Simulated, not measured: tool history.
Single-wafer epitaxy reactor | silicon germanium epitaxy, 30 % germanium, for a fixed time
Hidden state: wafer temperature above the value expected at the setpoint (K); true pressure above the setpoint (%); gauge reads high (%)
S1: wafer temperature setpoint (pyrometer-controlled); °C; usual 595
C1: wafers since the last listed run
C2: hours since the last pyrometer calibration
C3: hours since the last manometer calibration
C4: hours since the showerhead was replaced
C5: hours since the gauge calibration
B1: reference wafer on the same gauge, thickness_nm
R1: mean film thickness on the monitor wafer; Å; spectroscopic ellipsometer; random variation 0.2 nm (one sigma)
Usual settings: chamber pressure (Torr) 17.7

run 1 hour=0.0 | S1=595 chamber_pressure_(Torr)=17.7 | C1=0 C2=1856.5 C3=1343.6 C4=3842.7 C5=152.3 | B1=60.121 | R1=598.60
run 2 hour=17.1 | S1=595 chamber_pressure_(Torr)=14.5 | C1=229 C2=1873.6 C3=1360.7 C4=3859.8 C5=169.4 | B1=60.043 | R1=532.97
run 3 hour=42.1 | S1=595 chamber_pressure_(Torr)=14.5 | C1=335 C2=1898.6 C3=1385.7 C4=3884.8 C5=194.4 | B1=60.206 | R1=539.87
run 4 hour=61.7 | S1=595 chamber_pressure_(Torr)=17.7 | C1=263 C2=1918.2 C3=1405.3 C4=3904.4 C5=214.0 | B1=60.052 | R1=593.72
run 5 hour=76.1 | S1=595 chamber_pressure_(Torr)=17.7 | C1=193 C2=1932.6 C3=1419.7 C4=3918.8 C5=228.4 | B1=60.150 | R1=597.73
run 6 hour=111.5 | S1=595 chamber_pressure_(Torr)=17.7 | C1=475 C2=1968.0 C3=1455.1 C4=3954.2 C5=263.8 | B1=60.048 | R1=597.97
-- hour=145.9 capacitance manometer re-zeroed and calibrated
run 7 hour=146.4 | S1=595 chamber_pressure_(Torr)=20.9 | C1=360 C2=2002.9 C3=0.5 C4=3989.1 C5=298.7 | B1=60.199 | R1=651.13
run 8 hour=165.4 | S1=595 chamber_pressure_(Torr)=20.9 | C1=254 C2=2021.9 C3=19.5 C4=4008.1 C5=317.7 | B1=60.088 | R1=653.87
run 9 hour=201.1 | S1=581 chamber_pressure_(Torr)=15.2 | C1=479 C2=2057.6 C3=55.2 C4=4043.8 C5=353.4 | B1=60.109 | R1=414.64
-- hour=222.1 showerhead replaced, of another model than before
run 10 hour=222.6 | S1=595 chamber_pressure_(Torr)=17.7 | C1=181 C2=2079.1 C3=76.7 C4=0.5 C5=374.9 | B1=60.109 | R1=601.71
-- hour=233.2 pyrometer calibrated
run 11 hour=234.6 | S1=595 chamber_pressure_(Torr)=17.7 | C1=53 C2=1.4 C3=88.7 C4=12.5 C5=386.9 | B1=60.064 | R1=537.41
-- hour=251.9 gauge calibrated
run 12 hour=261.2 | S1=595 chamber_pressure_(Torr)=15.2 | C1=356 C2=28.0 C3=115.3 C4=39.1 C5=9.3 | B1=60.088 | R1=465.25
run 13 hour=282.9 | S1=609 chamber_pressure_(Torr)=16.3 | C1=291 C2=49.7 C3=137.0 C4=60.8 C5=31.0 | B1=60.142 | R1=673.07
run 14 hour=316.3 | S1=586 chamber_pressure_(Torr)=19.3 | C1=448 C2=83.1 C3=170.4 C4=94.2 C5=64.4 | B1=60.005 | R1=484.25
run 15 hour=330.2 | S1=590 chamber_pressure_(Torr)=19.1 | C1=186 C2=97.0 C3=184.3 C4=108.1 C5=78.3 | B1=60.112 | R1=521.53
run 16 hour=360.6 | S1=590 chamber_pressure_(Torr)=18.8 | C1=407 C2=127.4 C3=214.7 C4=138.5 C5=108.7 | B1=60.149 | R1=516.64

Forecast each of these 5 alternatives for the next run:
run A hour=361.0 | S1=595 chamber_pressure_(Torr)=17.7 | C1=5 C2=127.8 C3=215.1 C4=138.9 C5=109.1 | B1=? | R1=?
run B hour=361.0 | S1=590 chamber_pressure_(Torr)=19.3 | C1=5 C2=127.8 C3=215.1 C4=138.9 C5=109.1 | B1=? | R1=?
run C hour=361.0 | S1=583 chamber_pressure_(Torr)=13.5 | C1=5 C2=127.8 C3=215.1 C4=138.9 C5=109.1 | B1=? | R1=?
run D hour=361.0 | S1=590 chamber_pressure_(Torr)=14.6 | C1=5 C2=127.8 C3=215.1 C4=138.9 C5=109.1 | B1=? | R1=?
run E hour=361.0 | S1=582 chamber_pressure_(Torr)=20.8 | C1=5 C2=127.8 C3=215.1 C4=138.9 C5=109.1 | B1=? | R1=?

run=A B1=60.136 R1=545.51
run=B B1=60.136 R1=528.44
run=C B1=60.136 R1=311.58
run=D B1=60.136 R1=401.97
run=E B1=60.136 R1=471.83
Without the tool's hidden state the same runs would have given:
run=A R1=531.48
run=B R1=514.66
run=C R1=303.31
run=D R1=391.49
run=E R1=459.28
